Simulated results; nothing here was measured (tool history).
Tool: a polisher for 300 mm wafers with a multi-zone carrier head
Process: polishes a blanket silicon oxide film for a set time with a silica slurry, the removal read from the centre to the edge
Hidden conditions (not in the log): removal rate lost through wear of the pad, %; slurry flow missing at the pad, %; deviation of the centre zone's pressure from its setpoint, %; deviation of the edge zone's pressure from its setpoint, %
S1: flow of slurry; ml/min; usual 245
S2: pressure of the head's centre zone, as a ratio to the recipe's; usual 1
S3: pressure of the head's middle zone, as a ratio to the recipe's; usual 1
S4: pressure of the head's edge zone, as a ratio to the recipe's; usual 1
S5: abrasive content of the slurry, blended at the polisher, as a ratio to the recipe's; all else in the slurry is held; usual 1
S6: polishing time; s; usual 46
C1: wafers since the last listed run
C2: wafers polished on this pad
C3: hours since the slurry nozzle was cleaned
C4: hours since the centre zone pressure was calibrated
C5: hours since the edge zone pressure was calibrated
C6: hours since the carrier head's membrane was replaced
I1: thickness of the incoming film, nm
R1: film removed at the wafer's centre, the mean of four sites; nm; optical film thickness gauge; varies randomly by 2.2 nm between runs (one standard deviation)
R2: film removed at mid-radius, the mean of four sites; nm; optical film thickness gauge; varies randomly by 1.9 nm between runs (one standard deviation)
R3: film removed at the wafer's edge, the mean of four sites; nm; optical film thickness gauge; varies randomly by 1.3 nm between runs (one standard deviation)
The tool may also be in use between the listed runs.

Run 1, hour 0: usual settings; C1 0; C2 205; C3 416.8; C4 239.9; C5 747.5; C6 623.2; I1 1041.9. Result: R1 137 nm, R2 139.5 nm, R3 144.8 nm.
At hour 65.5: edge zone pressure recalibrated.
Run 2, hour 92.3: usual settings but S1 280 ml/min, S3 1.07, S4 0.89, S5 1.25; C1 540; C2 746; C3 509.1; C4 332.2; C5 26.8; C6 715.5; I1 1044.7. Result: R1 148.1 nm, R2 162 nm, R3 148 nm.
Run 3, hour 171.1: usual settings but S3 0.92; C1 471; C2 1218; C3 587.9; C4 411; C5 105.6; C6 794.3; I1 1035.1. Result: R1 135.5 nm, R2 131.6 nm, R3 144.1 nm.
Run 4, hour 237.7: usual settings but S2 0.97, S3 0.96, S5 1.15; C1 398; C2 1617; C3 654.5; C4 477.6; C5 172.2; C6 860.9; I1 1026.7. Result: R1 131.6 nm, R2 140.2 nm, R3 150.6 nm.
Run 5, hour 322.2: usual settings but S5 1.15, S6 36 s; C1 506; C2 2123; C3 739; C4 562.1; C5 256.7; C6 945.4; I1 1045.8. Result: R1 106 nm, R2 116.4 nm, R3 120.7 nm.
At hour 333.5: slurry nozzle cleaned.
Run 6, hour 410.5: usual settings; C1 522; C2 2646; C3 77; C4 650.4; C5 345; C6 1033.7; I1 1026.7. Result: R1 133.2 nm, R2 143.3 nm, R3 145.4 nm.
At hour 506.2: centre zone pressure recalibrated.
Run 7, hour 517.7: usual settings but S3 0.94, S5 1.3; C1 630; C2 3276; C3 184.2; C4 11.5; C5 452.2; C6 1140.9; I1 1021. Result: R1 158.1 nm, R2 145.1 nm, R3 157.8 nm.
Run 8, hour 609: usual settings but S6 58 s; C1 546; C2 3823; C3 275.5; C4 102.8; C5 543.5; C6 1232.2; I1 1038. Result: R1 177.9 nm, R2 175.7 nm, R3 182.4 nm.
Run 9, hour 645.5: usual settings but S3 0.9; C1 218; C2 4041; C3 312; C4 139.3; C5 580; C6 1268.7; I1 1031.6. Result: R1 136.4 nm, R2 128.6 nm, R3 145.4 nm.
At hour 664.1: worn pad replaced by a new one.
Run 10, hour 697.8: usual settings but S3 0.97; C1 289; C2 201; C3 364.3; C4 191.6; C5 632.3; C6 1321; I1 1042. Result: R1 136.5 nm, R2 136.5 nm, R3 145.4 nm.
At hour 703.8: carrier head's membrane replaced by a new one.
Run 11, hour 758: usual settings but S2 0.91, S3 0.96; C1 330; C2 532; C3 424.5; C4 251.8; C5 692.5; C6 54.2; I1 1023.2. Result: R1 121.3 nm, R2 137.3 nm, R3 145.5 nm.
Run 12, hour 864.5: usual settings but S2 0.97, S3 1.09, S5 1.2, S6 41 s; C1 637; C2 1170; C3 531; C4 358.3; C5 799; C6 160.7; I1 1054.2. Result: R1 118.9 nm, R2 137.9 nm, R3 136.1 nm.
Run 13, hour 940.8: usual settings but S1 200 ml/min, S2 0.91, S3 0.91, S4 0.96; C1 456; C2 1627; C3 607.3; C4 434.6; C5 875.3; C6 237; I1 1038.9. Result: R1 116.1 nm, R2 126.5 nm, R3 139.6 nm.
At hour 1005.8: edge zone pressure recalibrated.
Run 14, hour 1023.6: usual settings but S1 300 ml/min, S2 1.09, S6 33 s; C1 483; C2 2111; C3 690.1; C4 517.4; C5 17.8; C6 319.8; I1 1051.4. Result: R1 102.6 nm, R2 103.2 nm, R3 104.3 nm.
At hour 1076.9: slurry nozzle cleaned.
Run 15, hour 1122.1: usual settings but S2 0.93, S3 0.91, S5 0.9, S6 33 s; C1 583; C2 2695; C3 45.2; C4 615.9; C5 116.3; C6 418.3; I1 1049.6. Result: R1 80 nm, R2 93.8 nm, R3 101.6 nm.
At hour 1160.7: centre zone pressure recalibrated.
Run 16, hour 1178.3: usual settings but S3 1.05; C1 324; C2 3019; C3 101.4; C4 17.6; C5 172.5; C6 474.5; I1 1041.4. Result: R1 143.8 nm, R2 147.5 nm, R3 145.6 nm.
Run 17, hour 1249.1: usual settings; C1 424; C2 3443; C3 172.2; C4 88.4; C5 243.3; C6 545.3; I1 1034.3. Result: R1 136.8 nm, R2 144.3 nm, R3 143.6 nm.
Run 18, hour 1335.3: usual settings; C1 516; C2 3959; C3 258.4; C4 174.6; C5 329.5; C6 631.5; I1 1037.7. Result: R1 131.3 nm, R2 141.4 nm, R3 144.5 nm.
Run 19, hour 1417.6: usual settings; C1 492; C2 4452; C3 340.7; C4 256.9; C5 411.8; C6 713.8; I1 1037.1. Result: R1 133.2 nm, R2 139.2 nm, R3 144.6 nm.
At hour 1426.4: worn pad replaced by a new one.
Run 20, hour 1486.9: usual settings but S4 0.88, S6 58 s; C1 391; C2 362; C3 410; C4 326.2; C5 481.1; C6 783.1; I1 1019.7. Result: R1 163.2 nm, R2 179.7 nm, R3 173.4 nm.
Run 21, hour 1761.1: usual settings but S1 315 ml/min, S2 1.11, S6 37 s; C1 1642; C2 2004; C3 684.2; C4 600.4; C5 755.3; C6 1057.3; I1 1030. Result: R1 116.2 nm, R2 118.1 nm, R3 117.2 nm.
At hour 1784.4: carrier head's membrane replaced by a new one.
At hour 1804.7: slurry nozzle cleaned.
Run 22, hour 1823.2: usual settings but S1 215 ml/min, S2 1.11, S3 0.95, S6 32 s; C1 335; C2 2340; C3 18.5; C4 662.5; C5 817.4; C6 38.8; I1 1036.9. Result: R1 93.7 nm, R2 91.3 nm, R3 99.1 nm.

Consider 3 possible next runs. They are alternatives, not a sequence: every one starts from the tool as it was left by run 22. What does each give?
Run A, hour 1823.6: usual settings; C1 2; C2 2342; C3 18.9; C4 662.9; C5 817.8; C6 39.2; I1 1038.7. Result: R1 ?, R2 ?, R3 ?.
Run B, hour 1823.6: usual settings but S1 275 ml/min, S3 1.1; C1 2; C2 2342; C3 18.9; C4 662.9; C5 817.8; C6 39.2; I1 1038.7. Result: R1 ?, R2 ?, R3 ?.
Run C, hour 1823.6: usual settings but S4 1.08, S6 39 s; C1 2; C2 2342; C3 18.9; C4 662.9; C5 817.8; C6 39.2; I1 1038.7. Result: R1 ?, R2 ?, R3 ?.

run     R1     R2     R3
  A  126.2  136.5  144.4
  B  127.8  148.9  145.3
  C    107  115.7  126.6
Stripped of hidden state, with their random variation kept, the same runs would have yielded:
run     R1     R2     R3
  A  147.7  136.4  144.4
  B  149.5  148.8  145.3
  C  125.3  115.6  126.6
